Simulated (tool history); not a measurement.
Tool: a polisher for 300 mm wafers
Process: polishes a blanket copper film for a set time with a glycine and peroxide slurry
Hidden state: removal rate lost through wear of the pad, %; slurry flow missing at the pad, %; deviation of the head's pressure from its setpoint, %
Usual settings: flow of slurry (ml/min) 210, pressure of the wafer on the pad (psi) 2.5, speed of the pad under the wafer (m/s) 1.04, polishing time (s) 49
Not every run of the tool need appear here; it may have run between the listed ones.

run    hour  flow of slurry (ml/min)  pressure of the wafer on the pad (psi)  speed of the pad under the wafer (m/s)  polishing time (s)  wafers since the last listed run  wafers polished on this pad  hours since the slurry nozzle was cleaned  hours since the head pressure was calibrated  incoming thickness of the incoming film, nm  film removed (Å)
  1       0                      210                                     2.5                                    0.82                  49                                 0                         2141                                      550.5                                         525.1                                         2127              2282
  2    77.9                      210                                     2.5                                    0.82                  49                              1114                         3255                                      628.4                                           603                                         2086              2276
      169.3  -- worn pad replaced by a new one
  3   184.5                      210                                     2.5                                    0.82                  49                              1467                          218                                        735                                         709.6                                       2090.2              2274
  4   242.9                      210                                     3.2                                    1.04                  49                               835                         1053                                      793.4                                           768                                       2091.8              3372
      302.1  -- slurry nozzle cleaned
  5   477.9                      175                                     2.3                                    1.04                  49                              3347                         4401                                      175.8                                          1003                                       2093.2              2290
      522.6  -- worn pad replaced by a new one
  6   561.6                      175                                     2.3                                    1.04                  49                              1140                          557                                      259.5                                        1086.7                                         2100              2239
      603.8  -- slurry nozzle cleaned, repeated, since the last time left the tool worse
  7   728.6                      175                                     2.3                                    1.04                  49                              2375                         2932                                      124.8                                        1253.7                                       2103.9              2509
  8   796.5                      210                                     2.5                                    1.04                  49                               971                         3904                                      192.7                                        1321.6                                       2092.3              2811
  9   875.1                      210                                     2.5                                    1.04                  49                              1124                         5028                                      271.3                                        1400.2                                       2113.2              2806
      894.7  -- worn pad replaced by a new one
      967.9  -- head pressure recalibrated
 10   970.4                      210                                     2.5                                    1.04                  49                              1277                         1055                                      366.6                                           2.5                                       2103.3              2836
 11  1011.3                      210                                     2.8                                    1.04                  32                               585                         1640                                      407.5                                          43.4                                       2142.7              1993
     1252.3  -- worn pad replaced by a new one
 12  1252.8                      210                                     2.5                                    0.86                  49                              3397                            7                                        649                                         284.9                                       2109.9              2350
     1283.4  -- slurry nozzle cleaned
 13  1307.2                      155                                     3.3                                     1.3                  36                               764                          771                                       23.8                                         339.3                                       2118.7              3021
 14  1356.2                      210                                       3                                    1.04                  49                               701                         1472                                       72.8                                         388.3                                       2086.7              3270
 15  1434.6                      210                                     2.5                                    1.04                  49                              1121                         2594                                      151.2                                         466.7                                       2099.8              2744
 16  1502.5                      210                                     2.5                                    1.04                  49                               971                         3565                                      219.1                                         534.6                                       2071.5              2760
 17  1569.5                      280                                     2.5                                    1.04                  49                               958                         4524                                      286.1                                         601.6                                       2118.2              2851
     1616.9  -- worn pad replaced by a new one
 18  1645.4                      210                                     1.8                                    0.78                  49                              1028                          407                                        362                                         677.5                                       2126.9              1727

How the hidden state differs across the entries between the runs, from the last listed run before each to the first after it:
Run 2 -> run 3: worn pad replaced by a new one (hour 169.3)
  slurry flow missing at the pad, %: 20.5 -> 21
  measured result minus the result with no hidden state, film removed (Å): -73 -> -75
Run 4 -> run 5: slurry nozzle cleaned (hour 302.1)
  slurry flow missing at the pad, %: 21.2 -> 48.3
  measured result minus the result with no hidden state, film removed (Å): -113 -> -317
Run 5 -> run 6: worn pad replaced by a new one (hour 522.6)
  slurry flow missing at the pad, %: 48.3 -> 51
  measured result minus the result with no hidden state, film removed (Å): -317 -> -346
Run 6 -> run 7: slurry nozzle cleaned, repeated, since the last time left the tool worse (hour 603.8)
  slurry flow missing at the pad, %: 51 -> 9.48
  measured result minus the result with no hidden state, film removed (Å): -346 -> -39
Run 9 -> run 10: worn pad replaced by a new one (hour 894.7); head pressure recalibrated (hour 967.9)
  slurry flow missing at the pad, %: 14.6 -> 16.7
  measured result minus the result with no hidden state, film removed (Å): -60 -> -70
Run 11 -> run 12: worn pad replaced by a new one (hour 1252.3)
  slurry flow missing at the pad, %: 17.4 -> 19.7
  measured result minus the result with no hidden state, film removed (Å): -52 -> -71
Run 12 -> run 13: slurry nozzle cleaned (hour 1283.4)
  slurry flow missing at the pad, %: 19.7 -> 7.99
  measured result minus the result with no hidden state, film removed (Å): -71 -> -43
Run 17 -> run 18: worn pad replaced by a new one (hour 1616.9)
  slurry flow missing at the pad, %: 19.2 -> 20.8
  measured result minus the result with no hidden state, film removed (Å): -64 -> -56
